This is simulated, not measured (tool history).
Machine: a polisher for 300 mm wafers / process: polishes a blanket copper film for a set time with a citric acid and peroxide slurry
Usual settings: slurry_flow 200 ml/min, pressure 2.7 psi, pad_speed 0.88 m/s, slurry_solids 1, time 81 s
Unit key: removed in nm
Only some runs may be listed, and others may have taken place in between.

run	hour	slurry_flow	pressure	pad_speed	slurry_solids	time	wafers since the last listed run	wafers polished on this pad	hours since the slurry nozzle was cleaned	hours since the head pressure was calibrated	hours since the slurry blender was calibrated	incoming thickness of the incoming film, nm	removed
1	0	170	2.4	0.88	1	81	0	481	488.8	816.5	144	1050.5	168
2	12.3	170	2.4	0.88	1	81	146	627	501.1	828.8	156.3	1066.4	172
3	27.7	170	2.4	0.88	1	81	183	810	516.5	844.2	171.7	1064.3	168.8
4	45.4	200	2.7	0.88	1	81	210	1021	534.2	861.9	189.4	1079.4	188.7
# hour 50.1: worn pad replaced by a new one
5	56	200	2.7	0.88	1	81	78	69	544.8	872.5	200	1050.3	188.7
6	62.9	200	2.7	0.88	1	81	82	151	551.7	879.4	206.9	1066.6	187.4
7	69.1	200	2.7	0.88	1	81	73	225	557.9	885.6	213.1	1053.5	188.3
# hour 72.1: slurry blender recalibrated
8	85.1	200	2.7	0.88	1	81	166	392	573.9	901.6	13	1066.5	188.1
9	94.9	200	2.7	0.88	1	81	116	508	583.7	911.4	22.8	1070.7	190.2
10	108.4	200	2.7	0.88	1	81	160	668	597.2	924.9	36.3	1069.7	189
# hour 118.9: slurry nozzle cleaned
11	124.5	200	2.7	0.88	1	81	179	848	5.6	941	52.4	1059.4	188.2
12	136.1	200	2.7	0.88	1.15	81	137	986	17.2	952.6	64	1066.7	192.5
# hour 146.5: worn pad replaced by a new one
13	150.4	200	2.7	0.88	1.15	81	122	45	31.5	966.9	78.3	1069.5	195
14	166	200	2.7	0.88	1	81	185	231	47.1	982.5	93.9	1068.8	190.5
15	175.5	200	2.7	0.88	1.15	81	112	344	56.6	992	103.4	1074.9	192.1
16	184.4	150	3	0.68	0.85	81	105	450	65.5	1000.9	112.3	1066.1	150.3
17	222.2	200	2.7	0.88	1	108	449	899	103.3	1038.7	150.1	1089.2	252.5
18	231.8	200	2.7	0.88	1.3	94	114	1013	112.9	1048.3	159.7	1071.5	232.7
# hour 240.7: worn pad replaced by a new one
# hour 246: head pressure recalibrated
19	249.7	200	2.7	0.88	1	81	141	83	130.8	3.7	177.6	1069.4	171
20	264.6	200	2.7	0.88	1.2	65	177	260	145.7	18.6	192.5	1078.2	142.8
21	280	200	2.7	0.88	1.25	81	183	443	161.1	34	207.9	1054.7	179.1
22	295.4	200	2.7	1	1.2	81	183	626	176.5	49.4	223.3	1067.6	204.9
# hour 306.6: slurry blender recalibrated
23	342.1	200	2.7	0.88	1	81	531	1157	223.2	96.1	35.5	1066.1	173.9
# hour 352: worn pad replaced by a new one
24	352.5	200	2.7	0.88	1	81	76	5	233.6	106.5	45.9	1047.2	175.7
25	359	200	2.7	0.88	1	81	77	82	240.1	113	52.4	1052	174.5
26	369.3	200	2.7	0.88	1	81	122	205	250.4	123.3	62.7	1084.1	176.2
27	384	200	2.7	0.78	1	81	174	379	265.1	138	77.4	1067	155.9
28	391.1	200	2.7	0.88	1	56	84	464	272.2	145.1	84.5	1068.4	121

Here are 4 independent what-if runs from the current tool condition. What would each one return?
A	391.5	200	2.7	1.02	1	81	4	469	272.6	145.5	84.9	1079.6	?
B	391.5	260	3.5	0.88	0.85	81	4	469	272.6	145.5	84.9	1079.6	?
C	391.5	200	2.7	0.96	1	104	4	469	272.6	145.5	84.9	1079.6	?
D	391.5	230	2	1.12	0.9	81	4	469	272.6	145.5	84.9	1079.6	?

run	removed
A	200.5
B	210.8
C	242.7
D	172.4
Had the tool no hidden state, the same runs would have come out as:
run	removed
A	194.5
B	204.5
C	235.4
D	167.2
